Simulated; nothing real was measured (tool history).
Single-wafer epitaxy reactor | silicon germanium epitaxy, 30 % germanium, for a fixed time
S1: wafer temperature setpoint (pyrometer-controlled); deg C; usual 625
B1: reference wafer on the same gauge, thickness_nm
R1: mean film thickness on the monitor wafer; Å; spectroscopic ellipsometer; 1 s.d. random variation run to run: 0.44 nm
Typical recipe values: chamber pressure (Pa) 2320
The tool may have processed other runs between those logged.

Run 1, hour 0: usual settings; B1 95.678. Result: R1 822.28 Å.
Run 2, hour 79.8: usual settings; B1 96.007. Result: R1 815.33 Å.
Run 3, hour 174.1: usual settings; B1 96.039. Result: R1 824.28 Å.
At hour 235.2: capacitance manometer re-zeroed and calibrated.
Run 4, hour 237.6: usual settings but S1 616 deg C, chamber pressure (Pa) 1880; B1 95.901. Result: R1 615.83 Å.
Run 5, hour 331.8: usual settings but S1 616 deg C, chamber pressure (Pa) 1880; B1 95.747. Result: R1 613.23 Å.
Run 6, hour 383.4: usual settings but chamber pressure (Pa) 2506; B1 96.146. Result: R1 852.85 Å.
Run 7, hour 451.4: usual settings but chamber pressure (Pa) 2506; B1 96.069. Result: R1 851.83 Å.
Run 8, hour 506.9: usual settings; B1 95.936. Result: R1 824.21 Å.
At hour 523.5: pyrometer calibrated.
Run 9, hour 590.2: usual settings; B1 95.915. Result: R1 816.21 Å.
Run 10, hour 680.8: usual settings; B1 95.725. Result: R1 812.18 Å.
Run 11, hour 720.9: usual settings but S1 628 deg C, chamber pressure (Pa) 2706; B1 95.861. Result: R1 940.43 Å.
Run 12, hour 806.4: usual settings but S1 628 deg C, chamber pressure (Pa) 2706; B1 95.835. Result: R1 945.08 Å.
Run 13, hour 866.9: usual settings; B1 96.114. Result: R1 820.72 Å.
Run 14, hour 914.2: usual settings; B1 96.021. Result: R1 823.11 Å.
At hour 958.3: showerhead replaced.
Run 15, hour 972.9: usual settings; B1 96.065. Result: R1 816.83 Å.
At hour 1024.9: gauge calibrated.
Run 16, hour 1119.8: usual settings but S1 638 deg C; B1 95.937. Result: R1 1056.93 Å.
At hour 1139.8: capacitance manometer re-zeroed and calibrated.
Run 17, hour 1167.9: usual settings but S1 639 deg C, chamber pressure (Pa) 1760; B1 96.083. Result: R1 930.66 Å.
Run 18, hour 1260.1: usual settings but S1 640 deg C, chamber pressure (Pa) 1973; B1 95.894. Result: R1 1006.87 Å.
Run 19, hour 1351.9: usual settings but S1 615 deg C, chamber pressure (Pa) 2066; B1 95.942. Result: R1 638.34 Å.
Run 20, hour 1406.1: usual settings; B1 96.147. Result: R1 811.72 Å.
Run 21, hour 1495.1: usual settings but chamber pressure (Pa) 2160; B1 96.107. Result: R1 790.12 Å.
Run 22, hour 1542.7: usual settings but S1 630 deg C; B1 95.841. Result: R1 906.93 Å.
Run 23, hour 1596.4: usual settings; B1 95.954. Result: R1 825.18 Å.
Run 24, hour 1653: usual settings but S1 614 deg C; B1 96.076. Result: R1 649.43 Å.

Below are 4 alternative next runs, each starting from the tool's condition after run 24. Predict each:
Run A, hour 1653.4: usual settings; B1 ?. Result: R1 ?.
Run B, hour 1653.4: usual settings but S1 612 deg C, chamber pressure (Pa) 1813; B1 ?. Result: R1 ?.
Run C, hour 1653.4: usual settings but chamber pressure (Pa) 2666; B1 ?. Result: R1 ?.
Run D, hour 1653.4: usual settings but S1 610 deg C, chamber pressure (Pa) 2520; B1 ?. Result: R1 ?.

run      B1      R1
  A  95.711   817.1
  B  95.711  551.27
  C  95.711  877.16
  D  95.711  630.97
Stripped of hidden state, with their random variation kept, the same runs would have yielded:
run      R1
  A   817.1
  B  551.27
  C  877.16
  D  630.97

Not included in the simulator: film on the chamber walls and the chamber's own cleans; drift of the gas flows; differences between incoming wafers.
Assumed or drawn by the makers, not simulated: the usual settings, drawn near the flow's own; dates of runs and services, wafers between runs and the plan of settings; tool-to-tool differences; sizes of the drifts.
